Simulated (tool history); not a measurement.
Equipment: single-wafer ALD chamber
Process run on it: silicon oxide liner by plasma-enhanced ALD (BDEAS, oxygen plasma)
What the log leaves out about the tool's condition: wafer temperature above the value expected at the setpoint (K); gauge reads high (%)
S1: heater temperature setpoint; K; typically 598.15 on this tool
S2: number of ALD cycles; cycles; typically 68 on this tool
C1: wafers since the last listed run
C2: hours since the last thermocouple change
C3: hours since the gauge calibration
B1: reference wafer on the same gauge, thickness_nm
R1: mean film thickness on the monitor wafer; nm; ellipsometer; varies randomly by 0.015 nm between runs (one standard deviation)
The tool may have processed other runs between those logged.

{"run": 1, "hour": 0.0, "S1": 598.15, "S2": 68, "C1": 0, "C2": 2229.0, "C3": 48.1, "B1": 5.931, "R1": 5.963}
{"run": 2, "hour": 7.8, "S1": 598.15, "S2": 68, "C1": 27, "C2": 2236.8, "C3": 55.9, "B1": 5.935, "R1": 5.957}
{"run": 3, "hour": 24.2, "S1": 598.15, "S2": 68, "C1": 57, "C2": 2253.2, "C3": 72.3, "B1": 5.924, "R1": 5.96}
{"run": 4, "hour": 39.7, "S1": 598.15, "S2": 63, "C1": 54, "C2": 2268.7, "C3": 87.8, "B1": 5.925, "R1": 5.537}
{"run": 5, "hour": 51.3, "S1": 598.15, "S2": 63, "C1": 40, "C2": 2280.3, "C3": 99.4, "B1": 5.913, "R1": 5.497}
{"run": 6, "hour": 62.8, "S1": 590.15, "S2": 74, "C1": 40, "C2": 2291.8, "C3": 110.9, "B1": 5.924, "R1": 6.555}
{"run": 7, "hour": 78.8, "S1": 590.15, "S2": 74, "C1": 56, "C2": 2307.8, "C3": 126.9, "B1": 5.917, "R1": 6.535}
{"run": 8, "hour": 94.9, "S1": 598.15, "S2": 68, "C1": 56, "C2": 2323.9, "C3": 143.0, "B1": 5.918, "R1": 5.931}
{"run": 9, "hour": 104.5, "S1": 598.15, "S2": 68, "C1": 33, "C2": 2333.5, "C3": 152.6, "B1": 5.907, "R1": 5.913}
{"run": 10, "hour": 116.6, "S1": 598.15, "S2": 68, "C1": 42, "C2": 2345.6, "C3": 164.7, "B1": 5.911, "R1": 5.923}
{"run": 11, "hour": 127.1, "S1": 598.15, "S2": 68, "C1": 36, "C2": 2356.1, "C3": 175.2, "B1": 5.897, "R1": 5.923}
{"run": 12, "hour": 141.2, "S1": 598.15, "S2": 68, "C1": 49, "C2": 2370.2, "C3": 189.3, "B1": 5.895, "R1": 5.91}
{"run": 13, "hour": 155.8, "S1": 608.15, "S2": 59, "C1": 51, "C2": 2384.8, "C3": 203.9, "B1": 5.896, "R1": 5.047}
{"run": 14, "hour": 168.2, "S1": 598.15, "S2": 68, "C1": 43, "C2": 2397.2, "C3": 216.3, "B1": 5.891, "R1": 5.909}
{"hour": 177.0, "done": "thermocouple changed; heater temperature recalibrated"}
{"run": 15, "hour": 185.4, "S1": 598.15, "S2": 68, "C1": 32, "C2": 8.4, "C3": 233.5, "B1": 5.884, "R1": 5.911}
{"run": 16, "hour": 196.3, "S1": 598.15, "S2": 58, "C1": 38, "C2": 19.3, "C3": 244.4, "B1": 5.881, "R1": 5.048}
{"run": 17, "hour": 203.6, "S1": 598.15, "S2": 68, "C1": 25, "C2": 26.6, "C3": 251.7, "B1": 5.873, "R1": 5.906}
{"run": 18, "hour": 210.7, "S1": 598.15, "S2": 68, "C1": 24, "C2": 33.7, "C3": 258.8, "B1": 5.881, "R1": 5.893}
{"run": 19, "hour": 223.3, "S1": 598.15, "S2": 68, "C1": 44, "C2": 46.3, "C3": 271.4, "B1": 5.869, "R1": 5.911}
{"run": 20, "hour": 240.8, "S1": 602.15, "S2": 61, "C1": 61, "C2": 63.8, "C3": 288.9, "B1": 5.863, "R1": 5.265}
{"run": 21, "hour": 261.0, "S1": 602.15, "S2": 61, "C1": 70, "C2": 84.0, "C3": 309.1, "B1": 5.859, "R1": 5.239}
{"run": 22, "hour": 268.3, "S1": 605.15, "S2": 57, "C1": 25, "C2": 91.3, "C3": 316.4, "B1": 5.849, "R1": 4.876}
{"run": 23, "hour": 276.4, "S1": 598.15, "S2": 60, "C1": 28, "C2": 99.4, "C3": 324.5, "B1": 5.84, "R1": 5.173}
{"hour": 283.0, "done": "gauge calibrated"}
{"run": 24, "hour": 284.9, "S1": 610.15, "S2": 68, "C1": 29, "C2": 107.9, "C3": 1.9, "B1": 5.931, "R1": 5.865}
{"run": 25, "hour": 292.3, "S1": 598.15, "S2": 63, "C1": 25, "C2": 115.3, "C3": 9.3, "B1": 5.929, "R1": 5.522}

Run 26 is up next; what results do you expect?
{"run": 26, "hour": 304.4, "S1": 590.15, "S2": 56, "C1": 42, "C2": 127.4, "C3": 21.4, "B1": "?", "R1": "?"}

{"run 26": {"B1": 5.933, "R1": 4.948}}
Had the tool carried no hidden state, the very same run would have given R1 4.946 nm.

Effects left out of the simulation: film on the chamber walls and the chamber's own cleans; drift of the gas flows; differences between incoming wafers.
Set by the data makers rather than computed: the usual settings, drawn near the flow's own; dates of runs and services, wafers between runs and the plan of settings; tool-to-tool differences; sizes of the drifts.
